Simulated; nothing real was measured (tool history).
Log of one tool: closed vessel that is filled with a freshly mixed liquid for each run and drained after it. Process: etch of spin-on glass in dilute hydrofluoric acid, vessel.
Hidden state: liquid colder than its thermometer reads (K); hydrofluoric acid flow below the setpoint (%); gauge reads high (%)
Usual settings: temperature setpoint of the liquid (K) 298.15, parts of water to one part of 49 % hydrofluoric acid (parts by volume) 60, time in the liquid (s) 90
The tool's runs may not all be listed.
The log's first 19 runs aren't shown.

run,hour,temperature setpoint of the liquid (K),parts of water to one part of 49 % hydrofluoric acid (parts by volume),time in the liquid (s),wafers since the last listed run,hours since the thermometer was replaced,hours since the hydrofluoric acid flow meter was replaced,hours since the gauge calibration,"read-back film thickness of the spin-on glass reference wafer, read on the same gauge (nm)",thickness taken off the spin-on glass on a monitor wafer (angstrom)
20,1732.9,298.15,60,90,6705,2053.0,691.8,80.5,89.96,296.4
# hour 1780.7: hydrofluoric acid flow meter replaced
21,1834.8,298.15,60,90,13724,2154.9,54.1,182.4,89.98,299.8
22,1934.8,298.15,60,90,13602,2254.9,154.1,282.4,90.01,294.5
23,2007.3,298.15,60,130,9861,2327.4,226.6,354.9,90.03,424.8
24,2055.6,293.65,85,75,6569,2375.7,274.9,403.2,90.01,139.2
# hour 2113.2: thermometer replaced
25,2135.1,299.65,60,90,10677,21.9,354.4,482.7,89.99,336.2
26,2224.0,298.15,60,125,12092,110.8,443.3,571.6,90.02,440.5
27,2280.5,298.15,60,90,7685,167.3,499.8,628.1,89.99,316.7
28,2331.1,298.15,35,145,6882,217.9,550.4,678.7,89.98,911.7
29,2420.8,295.65,40,90,12201,307.6,640.1,768.4,90.01,440.9
30,2565.0,301.15,60,50,19614,451.8,784.3,912.6,90.00,199.5
31,2631.7,298.15,70,115,9072,518.5,851.0,979.3,90.00,340.1
32,2673.5,298.15,50,90,5685,560.3,892.8,1021.1,90.02,380.5
# hour 2688.9: hydrofluoric acid flow meter replaced
33,2760.0,298.15,70,115,11629,646.8,71.1,1107.6,90.02,340.3
34,2864.9,293.65,60,45,14268,751.7,176.0,1212.5,89.95,130.4

Forecast each of these 3 alternatives for the next run:
A,2865.6,298.15,60,90,95,752.4,176.7,1213.2,?,?
B,2865.6,298.15,85,135,95,752.4,176.7,1213.2,?,?
C,2865.6,295.15,45,145,95,752.4,176.7,1213.2,?,?

run,"read-back film thickness of the spin-on glass reference wafer, read on the same gauge (nm)",thickness taken off the spin-on glass on a monitor wafer (angstrom)
A,90.00,312.1
B,90.00,320.0
C,90.00,603.6
Without the tool's hidden state the same runs would have given:
run,thickness taken off the spin-on glass on a monitor wafer (angstrom)
A,320.3
B,328.2
C,620.1

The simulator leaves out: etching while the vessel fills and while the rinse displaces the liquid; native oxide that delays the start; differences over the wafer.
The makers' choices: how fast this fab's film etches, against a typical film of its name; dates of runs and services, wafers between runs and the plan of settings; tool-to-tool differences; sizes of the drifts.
